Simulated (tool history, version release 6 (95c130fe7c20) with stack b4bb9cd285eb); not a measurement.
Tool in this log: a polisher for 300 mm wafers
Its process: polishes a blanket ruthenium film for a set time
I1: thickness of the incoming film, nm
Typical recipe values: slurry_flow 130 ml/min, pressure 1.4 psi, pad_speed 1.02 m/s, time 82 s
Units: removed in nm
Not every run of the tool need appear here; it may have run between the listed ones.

Run 1, hour 0.0: usual settings but pad_speed 1.10 m/s; I1 437.8. Result: removed 58.4 nm.
Run 2, hour 16.4: usual settings but pad_speed 1.10 m/s; I1 440.3. Result: removed 59.0 nm.
At hour 38.3: worn pad replaced by a new one.
Run 3, hour 51.3: usual settings but pad_speed 1.10 m/s; I1 439.6. Result: removed 58.0 nm.
At hour 53.2: slurry nozzle cleaned.
Run 4, hour 83.4: usual settings; I1 442.7. Result: removed 53.4 nm.
Run 5, hour 112.9: usual settings; I1 437.1. Result: removed 53.5 nm.
Run 6, hour 135.3: usual settings; I1 441.1. Result: removed 54.0 nm.
Run 7, hour 151.8: usual settings; I1 442.1. Result: removed 52.6 nm.
Run 8, hour 179.9: usual settings; I1 432.3. Result: removed 50.5 nm.
Run 9, hour 194.0: usual settings; I1 440.0. Result: removed 52.0 nm.
Run 10, hour 225.0: usual settings but slurry_flow 95 ml/min; I1 436.0. Result: removed 47.4 nm.
At hour 241.4: head pressure recalibrated.
Run 11, hour 252.7: usual settings but slurry_flow 95 ml/min; I1 443.0. Result: removed 53.4 nm.
Run 12, hour 264.8: usual settings but pressure 1.3 psi; I1 433.3. Result: removed 54.7 nm.
At hour 269.9: slurry nozzle cleaned.
At hour 288.5: worn pad replaced by a new one.
Run 13, hour 299.0: usual settings; I1 439.9. Result: removed 58.3 nm.
Run 14, hour 315.5: usual settings; I1 435.8. Result: removed 56.9 nm.
Run 15, hour 350.8: usual settings; I1 440.6. Result: removed 56.8 nm.
Run 16, hour 366.9: usual settings; I1 434.9. Result: removed 57.6 nm.
Run 17, hour 390.3: usual settings but slurry_flow 100 ml/min, pad_speed 1.14 m/s; I1 441.1. Result: removed 59.2 nm.
Run 18, hour 415.1: usual settings but slurry_flow 160 ml/min; I1 438.5. Result: removed 60.4 nm.
Run 19, hour 434.7: usual settings but slurry_flow 165 ml/min, pressure 1.2 psi, pad_speed 0.84 m/s, time 72 s; I1 442.1. Result: removed 38.7 nm.
Run 20, hour 456.9: usual settings but pressure 1.1 psi, pad_speed 1.12 m/s; I1 439.9. Result: removed 50.3 nm.
At hour 491.4: slurry nozzle cleaned.
Run 21, hour 491.9: usual settings but pad_speed 1.22 m/s, time 106 s; I1 448.7. Result: removed 89.0 nm.
Run 22, hour 514.8: usual settings; I1 437.9. Result: removed 55.8 nm.
At hour 525.9: worn pad replaced by a new one, of another model than before.
Run 23, hour 536.6: usual settings; I1 436.7. Result: removed 58.6 nm.

Expected results for the next run?
Run 24, hour 557.2: usual settings; I1 441.4. Result: removed ?.

{"run 24": {"removed": 59.3}}
Were there no unlogged condition in the tool, this run, its random variation unchanged, would have produced removed 59.7 nm.
